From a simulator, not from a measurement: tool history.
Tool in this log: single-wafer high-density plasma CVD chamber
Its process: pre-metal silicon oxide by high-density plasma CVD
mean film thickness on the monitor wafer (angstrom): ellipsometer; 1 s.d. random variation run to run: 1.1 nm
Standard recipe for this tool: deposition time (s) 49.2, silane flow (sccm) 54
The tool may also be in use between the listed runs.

run    hour  deposition time (s)  silane flow (sccm)  read-back reference wafer on the same gauge, thickness_nm  mean film thickness on the monitor wafer (angstrom)
  1     0.0                 49.2                  54                                                    266.497                                              2749.67
  2    58.2                 49.2                  54                                                    265.775                                              2774.76
  3   270.9                 49.2                  54                                                    266.260                                              2747.03
  4   340.1                 49.2                  54                                                    266.137                                              2748.32
  5   373.5                 49.2                  57                                                    265.842                                              2869.62
  6   413.9                 49.2                  57                                                    266.278                                              2848.37
  7   458.5                 49.2                  54                                                    265.512                                              2731.02
  8   504.3                 49.2                  54                                                    265.916                                              2709.64
  9   531.1                 49.2                  54                                                    266.222                                              2720.03
 10   586.2                 49.2                  54                                                    265.699                                              2713.76
 11   661.2                 49.2                  54                                                    265.930                                              2830.52
 12   724.7                 49.2                  54                                                    265.837                                              2829.63
 13   882.2                 49.2                  54                                                    266.382                                              2830.81
 14   909.9                 49.2                  54                                                    265.738                                              2841.38
 15   955.6                 49.2                  54                                                    266.124                                              2814.17
 16   985.4                 49.2                  54                                                    266.003                                              2832.41
 17  1043.0                 49.2                  65                                                    265.841                                              3332.93
 18  1069.7                 41.7                  61                                                    265.783                                              2677.29
 19  1098.3                 49.2                  54                                                    265.695                                              2822.00
 20  1151.8                 54.0                  46                                                    266.243                                              2710.27
 21  1211.5                 42.1                  62                                                    265.750                                              2729.98
 22  1248.7                 49.2                  54                                                    266.286                                              2826.91
 23  1298.8                 56.4                  49                                                    266.078                                              2970.48
 24  1324.1                 49.2                  54                                                    265.938                                              2834.04
 25  1386.4                 49.2                  54                                                    266.225                                              2830.44
 26  1455.5                 45.6                  48                                                    266.027                                              2365.98
 27  1503.4                 58.9                  58                                                    265.681                                              3610.97
 28  1574.1                 52.7                  45                                                    266.051                                              2597.12
 29  1618.0                 49.2                  54                                                    266.255                                              2829.15
 30  1643.5                 57.0                  59                                                    266.388                                              3527.13
 31  1681.2                 49.2                  54                                                    265.995                                              2838.19
 32  1709.5                 41.5                  54                                                    266.033                                              2380.02
 33  1770.7                 49.2                  54                                                    265.798                                              2830.97

Between the runs listed above, the log contained 3 entries, not reproduced here. Where in the sequence does each belong, and how does what the log doesn't record of the tool's condition differ from the listed run before to the listed run after?
Runs 3 to 4: gauge calibrated (hour 321.8)
  delivered silane flow above the setpoint (%): -3.73 -> -3.88
  measured less the result without the state, mean film thickness on the monitor wafer (angstrom): -91.45 -> -95.26
Runs 10 to 11: silane flow controller replaced (hour 658.3)
  delivered silane flow above the setpoint (%): -4.43 -> 0.0871
  measured less the result without the state, mean film thickness on the monitor wafer (angstrom): -107.93 -> +2.13
Runs 25 to 26: gauge calibrated (hour 1402.1)
  delivered silane flow above the setpoint (%): -0.0619 -> -0.0915
  measured less the result without the state, mean film thickness on the monitor wafer (angstrom): -1.52 -> -1.87
